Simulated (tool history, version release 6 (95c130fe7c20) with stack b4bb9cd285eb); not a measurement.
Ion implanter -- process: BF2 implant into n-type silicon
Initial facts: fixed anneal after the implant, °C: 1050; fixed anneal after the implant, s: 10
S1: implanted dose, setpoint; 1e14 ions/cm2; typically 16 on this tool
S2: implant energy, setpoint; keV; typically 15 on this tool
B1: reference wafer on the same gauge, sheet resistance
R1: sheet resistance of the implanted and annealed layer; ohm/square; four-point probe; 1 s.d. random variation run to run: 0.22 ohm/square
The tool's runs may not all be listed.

{"run": 1, "hour": 0.0, "S1": 12.52, "S2": 15, "B1": 162.03, "R1": 153.21}
{"run": 2, "hour": 91.1, "S1": 12.52, "S2": 15, "B1": 162.04, "R1": 153.33}
{"run": 3, "hour": 132.9, "S1": 16, "S2": 11.5, "B1": 162.01, "R1": 156.12}
{"run": 4, "hour": 232.6, "S1": 16, "S2": 15, "B1": 162.05, "R1": 145.19}
{"run": 5, "hour": 271.5, "S1": 16, "S2": 15, "B1": 161.95, "R1": 145.26}
{"run": 6, "hour": 345.9, "S1": 16, "S2": 15, "B1": 161.91, "R1": 144.64}
{"run": 7, "hour": 414.7, "S1": 18.34, "S2": 15, "B1": 162.06, "R1": 142}
{"run": 8, "hour": 474.0, "S1": 18.34, "S2": 15, "B1": 162.01, "R1": 141.8}
{"run": 9, "hour": 533.1, "S1": 19.5, "S2": 15, "B1": 161.97, "R1": 141.04}
{"run": 10, "hour": 605.1, "S1": 16, "S2": 17, "B1": 162.04, "R1": 139.34}
{"run": 11, "hour": 708.3, "S1": 16, "S2": 17, "B1": 162.01, "R1": 139.14}
{"hour": 763.6, "done": "Faraday cup replaced and dose calibrated"}
{"run": 12, "hour": 811.1, "S1": 16, "S2": 13.5, "B1": 162.02, "R1": 149.12}
{"run": 13, "hour": 988.6, "S1": 16, "S2": 13.5, "B1": 162, "R1": 149.17}
{"hour": 1005.8, "done": "extraction supply calibrated"}
{"run": 14, "hour": 1090.1, "S1": 16, "S2": 18.5, "B1": 162.01, "R1": 136.82}
{"run": 15, "hour": 1163.5, "S1": 16, "S2": 15, "B1": 162.08, "R1": 146.2}
{"run": 16, "hour": 1243.7, "S1": 16, "S2": 15, "B1": 161.97, "R1": 146.42}
{"hour": 1299.8, "done": "gauge calibrated"}
{"run": 17, "hour": 1337.1, "S1": 14.03, "S2": 17, "B1": 162.05, "R1": 144.41}
{"run": 18, "hour": 1395.0, "S1": 16, "S2": 17, "B1": 162, "R1": 140.26}
{"run": 19, "hour": 1473.6, "S1": 13, "S2": 19, "B1": 161.99, "R1": 141.92}
{"run": 20, "hour": 1575.1, "S1": 13.21, "S2": 15, "B1": 162.05, "R1": 152.3}
{"run": 21, "hour": 1829.2, "S1": 16, "S2": 17, "B1": 162.02, "R1": 140.17}
{"run": 22, "hour": 1865.2, "S1": 13.69, "S2": 18, "B1": 161.99, "R1": 142.05}
{"run": 23, "hour": 1931.4, "S1": 18.16, "S2": 18.5, "B1": 161.96, "R1": 132.58}
{"run": 24, "hour": 2024.9, "S1": 18.22, "S2": 15, "B1": 162.07, "R1": 143.24}
{"run": 25, "hour": 2131.9, "S1": 18.11, "S2": 15, "B1": 161.98, "R1": 142.66}
{"run": 26, "hour": 2175.9, "S1": 19.8, "S2": 20, "B1": 161.93, "R1": 128.08}

What if the next run were any one of these 4? Each begins from the tool's condition after run 26:
{"run": "A", "hour": 2176.3, "S1": 16, "S2": 18, "B1": "?", "R1": "?"}
{"run": "B", "hour": 2176.3, "S1": 20.77, "S2": 12, "B1": "?", "R1": "?"}
{"run": "C", "hour": 2176.3, "S1": 11.88, "S2": 15, "B1": "?", "R1": "?"}
{"run": "D", "hour": 2176.3, "S1": 12.66, "S2": 16.5, "B1": "?", "R1": "?"}

run=A B1=162.04 R1=137.27
run=B B1=162.04 R1=151.76
run=C B1=162.04 R1=157.1
run=D B1=162.04 R1=149.5
Take away the tool's hidden state, keep each run's random variation, and the runs would have read:
run=A R1=138.21
run=B R1=152.63
run=C R1=158
run=D R1=150.41
